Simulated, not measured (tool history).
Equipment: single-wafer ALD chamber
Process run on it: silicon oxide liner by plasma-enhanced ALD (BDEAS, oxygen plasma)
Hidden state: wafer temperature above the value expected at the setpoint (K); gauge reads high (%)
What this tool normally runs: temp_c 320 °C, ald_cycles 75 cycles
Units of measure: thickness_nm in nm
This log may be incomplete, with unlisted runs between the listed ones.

run,hour,temp_c,ald_cycles,wafers since the last listed run,hours since the last thermocouple change,hours since the gauge calibration,"read-back reference wafer on the same gauge, thickness_nm",thickness_nm
1,0.0,320,75,0,859.2,276.8,7.177,6.709
2,26.8,320,75,81,886.0,303.6,7.181,6.720
3,82.3,320,75,169,941.5,359.1,7.180,6.704
4,139.5,325,64,174,998.7,416.3,7.181,5.672
5,175.7,325,64,110,1034.9,452.5,7.179,5.683
6,217.4,325,64,127,1076.6,494.2,7.182,5.663
7,285.4,320,75,207,1144.6,562.2,7.180,6.715
8,356.4,320,75,217,1215.6,633.2,7.182,6.732
9,388.9,320,75,99,1248.1,665.7,7.180,6.702
10,455.1,320,75,202,1314.3,731.9,7.178,6.711
11,524.4,320,75,211,1383.6,801.2,7.178,6.712
# hour 557.9: gauge calibrated
12,583.9,320,65,181,1443.1,26.0,7.181,5.840
# hour 598.9: thermocouple changed; heater temperature recalibrated
13,624.6,320,75,99,25.7,66.7,7.180,6.628
14,675.3,320,75,155,76.4,117.4,7.179,6.608
15,720.7,312,79,138,121.8,162.8,7.178,7.096
16,778.2,333,85,175,179.3,220.3,7.181,7.363
17,814.3,331,75,110,215.4,256.4,7.179,6.550
18,859.3,308,84,137,260.4,301.4,7.180,7.595

What will run 19 give?
19,898.7,309,87,120,299.8,340.8,?,?

{"run 19": {"read-back reference wafer on the same gauge, thickness_nm": 7.182, "thickness_nm": 7.863}}
With the hidden condition absent and the run-to-run variation left alone, this run would have shown thickness_nm 7.841 nm.
